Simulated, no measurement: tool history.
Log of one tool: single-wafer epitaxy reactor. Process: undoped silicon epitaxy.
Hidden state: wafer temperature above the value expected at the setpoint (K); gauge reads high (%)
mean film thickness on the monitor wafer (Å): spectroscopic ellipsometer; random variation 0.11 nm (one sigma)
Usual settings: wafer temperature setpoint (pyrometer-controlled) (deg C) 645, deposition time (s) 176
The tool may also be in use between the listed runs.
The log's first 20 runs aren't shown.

| run | hour | wafer temperature setpoint (pyrometer-controlled) (deg C) | deposition time (s) | wafers since the last listed run | hours since the last pyrometer calibration | hours since the gauge calibration | read-back reference wafer on the same gauge, thickness_nm | mean film thickness on the monitor wafer (Å) |
|---|---|---|---|---|---|---|---|---|
| 21 | 310.0 | 636 | 205 | 49 | 1761.6 | 54.5 | 23.860 | 279.08 |
| 22 | 320.1 | 645 | 161 | 69 | 1771.7 | 64.6 | 23.854 | 264.93 |
|  | 333.9 | pyrometer calibrated |
| 23 | 334.4 | 645 | 176 | 43 | 0.5 | 78.9 | 23.870 | 262.46 |
| 24 | 343.0 | 654 | 197 | 58 | 9.1 | 87.5 | 23.921 | 355.06 |
| 25 | 350.1 | 640 | 164 | 48 | 16.2 | 94.6 | 23.871 | 222.02 |
| 26 | 368.0 | 640 | 199 | 122 | 34.1 | 112.5 | 23.893 | 266.17 |
| 27 | 378.3 | 650 | 192 | 70 | 44.4 | 122.8 | 23.909 | 321.98 |
| 28 | 385.2 | 645 | 176 | 47 | 51.3 | 129.7 | 23.900 | 267.55 |
| 29 | 397.3 | 645 | 176 | 82 | 63.4 | 141.8 | 23.867 | 265.01 |
| 30 | 410.6 | 645 | 176 | 91 | 76.7 | 155.1 | 23.875 | 263.58 |
| 31 | 422.1 | 630 | 161 | 78 | 88.2 | 166.6 | 23.854 | 173.71 |
| 32 | 429.2 | 645 | 176 | 48 | 95.3 | 173.7 | 23.905 | 265.09 |
| 33 | 439.5 | 635 | 143 | 70 | 105.6 | 184.0 | 23.872 | 172.92 |
| 34 | 452.0 | 645 | 176 | 85 | 118.1 | 196.5 | 23.899 | 266.98 |
| 35 | 463.5 | 639 | 201 | 78 | 129.6 | 208.0 | 23.919 | 266.23 |
| 36 | 474.0 | 636 | 166 | 71 | 140.1 | 218.5 | 23.868 | 205.89 |
| 37 | 481.2 | 645 | 176 | 49 | 147.3 | 225.7 | 23.884 | 265.90 |
| 38 | 491.9 | 659 | 207 | 73 | 158.0 | 236.4 | 23.875 | 422.25 |
| 39 | 502.7 | 659 | 176 | 73 | 168.8 | 247.2 | 23.888 | 360.60 |
| 40 | 515.3 | 645 | 176 | 86 | 181.4 | 259.8 | 23.856 | 265.30 |
| 41 | 521.4 | 656 | 208 | 41 | 187.5 | 265.9 | 23.885 | 397.82 |

3 ways to go on from here, each from the tool as it stands after run 41. What would each give?
| A | 521.8 | 645 | 163 | 2 | 187.9 | 266.3 | ? | ? |
| B | 521.8 | 652 | 153 | 2 | 187.9 | 266.3 | ? | ? |
| C | 521.8 | 637 | 149 | 2 | 187.9 | 266.3 | ? | ? |

| run | read-back reference wafer on the same gauge, thickness_nm | mean film thickness on the monitor wafer (Å) |
|---|---|---|
| A | 23.913 | 248.67 |
| B | 23.913 | 271.36 |
| C | 23.913 | 190.83 |
Without the tool's hidden state the same runs would have given:
| run | mean film thickness on the monitor wafer (Å) |
|---|---|
| A | 245.83 |
| B | 268.31 |
| C | 188.62 |
